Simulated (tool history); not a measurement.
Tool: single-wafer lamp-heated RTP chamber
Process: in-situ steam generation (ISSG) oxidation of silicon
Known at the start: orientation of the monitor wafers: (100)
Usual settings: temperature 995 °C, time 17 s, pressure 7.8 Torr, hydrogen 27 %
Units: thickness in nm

| run | hour | temperature | time | pressure | hydrogen | wafers since the last listed run | wafers since the last pyrometer calibration | hours since the pressure gauge was zeroed | hours since the hydrogen flow controller was replaced | hours since the gauge calibration | read-back reference wafer on the same gauge, thickness | thickness |
|---|---|---|---|---|---|---|---|---|---|---|---|---|
| 1 | 0.0 | 995 | 17 | 7.8 | 27 | 0 | 2986 | 4423.7 | 5728.4 | 79.2 | 5.761 | 5.188 |
| 2 | 20.8 | 995 | 17 | 7.8 | 27 | 252 | 3239 | 4444.5 | 5749.2 | 100.0 | 5.775 | 5.154 |
| 3 | 51.4 | 995 | 17 | 7.8 | 27 | 371 | 3610 | 4475.1 | 5779.8 | 130.6 | 5.782 | 5.149 |
| 4 | 81.8 | 995 | 17 | 7.8 | 27 | 369 | 3979 | 4505.5 | 5810.2 | 161.0 | 5.767 | 5.151 |
| 5 | 156.1 | 995 | 17 | 7.8 | 27 | 902 | 4882 | 4579.8 | 5884.5 | 235.3 | 5.760 | 5.211 |
| 6 | 251.3 | 995 | 17 | 7.8 | 27 | 1155 | 6037 | 4675.0 | 5979.7 | 330.5 | 5.763 | 5.239 |
| 7 | 278.0 | 995 | 17 | 7.8 | 27 | 324 | 6361 | 4701.7 | 6006.4 | 357.2 | 5.760 | 5.263 |
| 8 | 304.3 | 995 | 17 | 7.8 | 27 | 319 | 6681 | 4728.0 | 6032.7 | 383.5 | 5.759 | 5.228 |
| 9 | 337.9 | 991 | 17 | 7.8 | 27 | 407 | 7089 | 4761.6 | 6066.3 | 417.1 | 5.767 | 5.258 |
| 10 | 359.1 | 995 | 17 | 7.8 | 27 | 257 | 7346 | 4782.8 | 6087.5 | 438.3 | 5.770 | 5.238 |
| 11 | 387.0 | 995 | 19 | 7.8 | 27 | 338 | 7685 | 4810.7 | 6115.4 | 466.2 | 5.767 | 5.569 |
|  | 415.2 | pressure gauge zeroed |
| 12 | 419.0 | 995 | 21 | 7.8 | 27 | 291 | 7976 | 3.8 | 6147.4 | 498.2 | 5.766 | 5.835 |
| 13 | 448.9 | 995 | 17 | 7.8 | 27 | 363 | 8339 | 33.7 | 6177.3 | 528.1 | 5.755 | 5.339 |
|  | 489.7 | hydrogen flow controller replaced |
|  | 521.8 | pyrometer window cleaned and pyrometer calibrated |
| 14 | 534.0 | 995 | 17 | 8.3 | 27 | 838 | 148 | 118.8 | 44.3 | 613.2 | 5.761 | 5.163 |
| 15 | 557.1 | 995 | 17 | 7.8 | 27 | 280 | 428 | 141.9 | 67.4 | 636.3 | 5.767 | 5.149 |
| 16 | 583.1 | 1000 | 17 | 7.8 | 27 | 315 | 744 | 167.9 | 93.4 | 662.3 | 5.760 | 5.237 |
| 17 | 600.5 | 1009 | 17 | 7.8 | 27 | 211 | 955 | 185.3 | 110.8 | 679.7 | 5.762 | 5.420 |
| 18 | 620.0 | 995 | 17 | 7.4 | 32 | 236 | 1192 | 204.8 | 130.3 | 699.2 | 5.772 | 5.434 |
|  | 621.5 | gauge calibrated |
| 19 | 720.1 | 1011 | 14 | 7.2 | 27 | 1215 | 2407 | 304.9 | 230.4 | 98.6 | 5.771 | 5.018 |
| 20 | 802.9 | 995 | 21 | 7.8 | 27 | 1005 | 3412 | 387.7 | 313.2 | 181.4 | 5.773 | 5.686 |
| 21 | 828.5 | 995 | 17 | 9.1 | 32 | 310 | 3723 | 413.3 | 338.8 | 207.0 | 5.769 | 5.342 |
| 22 | 844.5 | 995 | 17 | 7.8 | 27 | 194 | 3917 | 429.3 | 354.8 | 223.0 | 5.774 | 5.159 |
| 23 | 862.9 | 995 | 17 | 8.8 | 32 | 223 | 4141 | 447.7 | 373.2 | 241.4 | 5.777 | 5.380 |

Forecast each of these 3 alternatives for the next run:
| A | 863.3 | 990 | 17 | 7.8 | 27 | 4 | 4146 | 448.1 | 373.6 | 241.8 | ? | ? |
| B | 863.3 | 1011 | 17 | 7.8 | 27 | 4 | 4146 | 448.1 | 373.6 | 241.8 | ? | ? |
| C | 863.3 | 1000 | 17 | 6.9 | 24 | 4 | 4146 | 448.1 | 373.6 | 241.8 | ? | ? |

| run | read-back reference wafer on the same gauge, thickness | thickness |
|---|---|---|
| A | 5.775 | 5.083 |
| B | 5.775 | 5.527 |
| C | 5.775 | 5.106 |
Without the tool's hidden state the same runs would have given:
| run | thickness |
|---|---|
| A | 5.025 |
| B | 5.454 |
| C | 5.043 |

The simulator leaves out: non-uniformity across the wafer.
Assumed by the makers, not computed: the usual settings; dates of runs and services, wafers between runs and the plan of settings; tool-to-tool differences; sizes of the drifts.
